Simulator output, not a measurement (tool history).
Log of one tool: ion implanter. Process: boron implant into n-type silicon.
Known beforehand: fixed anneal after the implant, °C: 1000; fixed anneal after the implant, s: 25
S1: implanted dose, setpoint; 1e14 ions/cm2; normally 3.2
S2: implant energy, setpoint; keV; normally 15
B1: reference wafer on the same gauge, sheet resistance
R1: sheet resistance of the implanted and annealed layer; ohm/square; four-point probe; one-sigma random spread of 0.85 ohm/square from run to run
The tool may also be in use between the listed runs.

run,hour,S1,S2,B1,R1
1,0,3.2,15,231.2,278.98
2,65.5,3.2,15,230.77,278.53
3,96.1,3.2,15,230.77,276.39
4,160.9,3.2,18,230.91,273.22
5,188.1,2.44,17,231.08,339.62
6,236.9,2.44,17,231.04,338.9
# hour 288.8: gauge calibrated
7,313.4,3.2,13.5,231.34,278.84
# hour 326.4: extraction supply calibrated
# hour 349.8: Faraday cup replaced and dose calibrated
8,359.4,3.2,13.5,231,292.5
9,471.2,3.2,15,231.03,287.95
10,520.5,4.05,12.5,230.58,242.75
11,578.3,2.72,11,231.25,341.41
12,610.9,3.2,15,230.74,287.34
13,663.8,3.2,15,231.24,287.91
14,727.9,2.36,15,231.1,368.23
15,773,2.94,11,231.36,321.6
16,829.4,3.2,13.5,230.94,292.64
17,867.6,2.68,11,230.86,344.54

Give the tool's hidden conditions for every run:
deviation of the true energy from its setpoint, %: 0 in every run
gauge reads high (%): 0 in every run
H1: deviation of the true dose from the Faraday cup's reading, %
run,H1
1,4.04
2,4.29
3,4.41
4,4.67
5,4.78
6,4.99
7,5.32
8,-0.437
9,-0.424
10,-0.41
11,-0.389
12,-0.374
13,-0.346
14,-0.304
15,-0.271
16,-0.223
17,-0.188

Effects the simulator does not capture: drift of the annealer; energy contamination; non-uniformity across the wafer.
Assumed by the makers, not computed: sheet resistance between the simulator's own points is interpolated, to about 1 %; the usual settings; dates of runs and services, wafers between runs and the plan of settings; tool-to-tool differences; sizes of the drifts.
